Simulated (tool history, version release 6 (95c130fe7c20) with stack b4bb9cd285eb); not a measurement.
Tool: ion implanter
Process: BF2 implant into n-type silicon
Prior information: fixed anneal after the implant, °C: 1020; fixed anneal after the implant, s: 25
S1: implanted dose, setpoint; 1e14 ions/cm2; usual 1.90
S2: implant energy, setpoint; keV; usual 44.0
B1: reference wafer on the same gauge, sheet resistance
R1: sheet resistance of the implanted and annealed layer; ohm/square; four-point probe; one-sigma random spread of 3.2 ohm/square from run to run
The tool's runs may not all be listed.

run    hour    S1    S2      B1      R1
  1     0.0  1.90  44.0  443.98  538.80
  2    89.0  1.90  44.0  444.01  531.31
  3   185.8  1.90  44.0  444.44  522.37
  4   253.4  1.56  37.5  444.07  634.22
  5   310.6  1.90  44.0  443.64  521.67
  6   389.0  1.90  44.0  444.11  523.41
  7   482.8  1.90  44.0  443.65  523.29
  8   531.4  1.90  44.0  444.38  517.25
  9   588.3  1.90  44.0  443.98  518.48
 10   667.9  1.90  44.0  444.10  516.32
 11   767.3  1.90  44.0  443.97  518.84
      825.0  -- Faraday cup replaced and dose calibrated
 12   861.0  1.90  49.5  444.17  522.25
 13   905.9  1.90  49.5  443.96  523.50
 14  1005.3  2.11  44.0  444.04  481.34
 15  1067.3  1.90  44.0  443.87  521.74
     1125.4  -- gauge calibrated
 16  1162.9  1.72  36.5  443.98  581.83
 17  1217.9  1.34  34.5  444.04  709.61
 18  1282.7  1.65  38.5  444.32  592.66
 19  1385.5  2.34  44.0  443.66  435.53
 20  1458.2  1.90  44.0  444.06  520.68
     1478.0  -- extraction supply calibrated
 21  1513.1  2.42  55.5  444.11  416.02
 22  1597.0  2.19  31.0  443.86  473.58
 23  1637.5  1.33  38.5  443.16  705.13
 24  1681.0  1.47  36.0  443.95  657.52
     1746.2  -- Faraday cup replaced and dose calibrated
 25  1770.2  1.34  39.0  443.64  722.23
 26  1877.7  2.09  44.0  443.51  496.20

Expected results for the next run?
 27  1932.8  1.90  44.0   ?   ?

Run 27 gave B1 444.00, R1 529.06 ohm/square.
Were there no unlogged condition in the tool, this run, its random variation unchanged, would have produced R1 537.13 ohm/square.

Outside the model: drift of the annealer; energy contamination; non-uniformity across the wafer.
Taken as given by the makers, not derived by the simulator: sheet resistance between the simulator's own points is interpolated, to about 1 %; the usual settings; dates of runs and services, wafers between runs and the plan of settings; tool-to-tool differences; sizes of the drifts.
